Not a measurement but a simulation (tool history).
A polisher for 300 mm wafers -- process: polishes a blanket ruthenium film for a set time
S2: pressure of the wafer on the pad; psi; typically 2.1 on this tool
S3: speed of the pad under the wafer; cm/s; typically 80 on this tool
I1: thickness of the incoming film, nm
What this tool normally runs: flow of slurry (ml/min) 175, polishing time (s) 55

{"run": 1, "hour": 0.0, "flow of slurry (ml/min)": 175, "S2": 2.4, "S3": 80, "polishing time (s)": 55, "I1": 574.4, "film removed (Å)": 571}
{"run": 2, "hour": 24.6, "flow of slurry (ml/min)": 175, "S2": 2.4, "S3": 80, "polishing time (s)": 55, "I1": 564.1, "film removed (Å)": 573}
{"hour": 36.9, "done": "worn pad replaced by a new one"}
{"run": 3, "hour": 42.0, "flow of slurry (ml/min)": 175, "S2": 2.4, "S3": 80, "polishing time (s)": 55, "I1": 574.4, "film removed (Å)": 578}
{"run": 4, "hour": 57.1, "flow of slurry (ml/min)": 175, "S2": 1.6, "S3": 80, "polishing time (s)": 55, "I1": 574, "film removed (Å)": 429}
{"run": 5, "hour": 79.3, "flow of slurry (ml/min)": 175, "S2": 1.6, "S3": 80, "polishing time (s)": 55, "I1": 570.9, "film removed (Å)": 420}
{"hour": 102.3, "done": "worn pad replaced by a new one"}
{"run": 6, "hour": 102.8, "flow of slurry (ml/min)": 175, "S2": 1.6, "S3": 80, "polishing time (s)": 55, "I1": 569.6, "film removed (Å)": 423}
{"run": 7, "hour": 128.1, "flow of slurry (ml/min)": 175, "S2": 2.1, "S3": 80, "polishing time (s)": 55, "I1": 574.6, "film removed (Å)": 512}
{"run": 8, "hour": 145.7, "flow of slurry (ml/min)": 175, "S2": 2.4, "S3": 60, "polishing time (s)": 44, "I1": 578.8, "film removed (Å)": 336}
{"hour": 154.6, "done": "head pressure recalibrated"}
{"hour": 170.2, "done": "slurry nozzle cleaned"}
{"run": 9, "hour": 177.9, "flow of slurry (ml/min)": 175, "S2": 2.1, "S3": 66, "polishing time (s)": 69, "I1": 562, "film removed (Å)": 557}
{"hour": 190.4, "done": "worn pad replaced by a new one"}
{"run": 10, "hour": 197.2, "flow of slurry (ml/min)": 205, "S2": 1.9, "S3": 80, "polishing time (s)": 39, "I1": 575.7, "film removed (Å)": 360}
{"run": 11, "hour": 221.1, "flow of slurry (ml/min)": 210, "S2": 2.1, "S3": 80, "polishing time (s)": 41, "I1": 566.7, "film removed (Å)": 412}
{"run": 12, "hour": 236.0, "flow of slurry (ml/min)": 175, "S2": 2.4, "S3": 60, "polishing time (s)": 44, "I1": 578.5, "film removed (Å)": 355}
{"hour": 258.5, "done": "worn pad replaced by a new one"}
{"run": 13, "hour": 270.8, "flow of slurry (ml/min)": 205, "S2": 2.1, "S3": 80, "polishing time (s)": 55, "I1": 563.3, "film removed (Å)": 545}
{"run": 14, "hour": 283.4, "flow of slurry (ml/min)": 200, "S2": 2.1, "S3": 80, "polishing time (s)": 72, "I1": 566.4, "film removed (Å)": 712}
{"hour": 345.4, "done": "worn pad replaced by a new one"}
{"run": 15, "hour": 383.3, "flow of slurry (ml/min)": 175, "S2": 2.1, "S3": 80, "polishing time (s)": 55, "I1": 569, "film removed (Å)": 537}

Some steps in film removed (Å) between neighbouring runs. How much of each would the tool show without its hidden state too (settings, what came in, random variation), and how much is left for the hidden state, with any gauge scatter that isn't in both results?
Unlogged tool condition in this case: removal rate lost through wear of the pad, %; slurry flow missing at the pad, %; deviation of the head's pressure from its setpoint, %.
Run 8 -> 9: S2 2.4 -> 2.1, S3 60 -> 66, polishing time (s) 44 -> 69, head pressure recalibrated, slurry nozzle cleaned. film removed (Å) +221: hidden state +22, all else +199.

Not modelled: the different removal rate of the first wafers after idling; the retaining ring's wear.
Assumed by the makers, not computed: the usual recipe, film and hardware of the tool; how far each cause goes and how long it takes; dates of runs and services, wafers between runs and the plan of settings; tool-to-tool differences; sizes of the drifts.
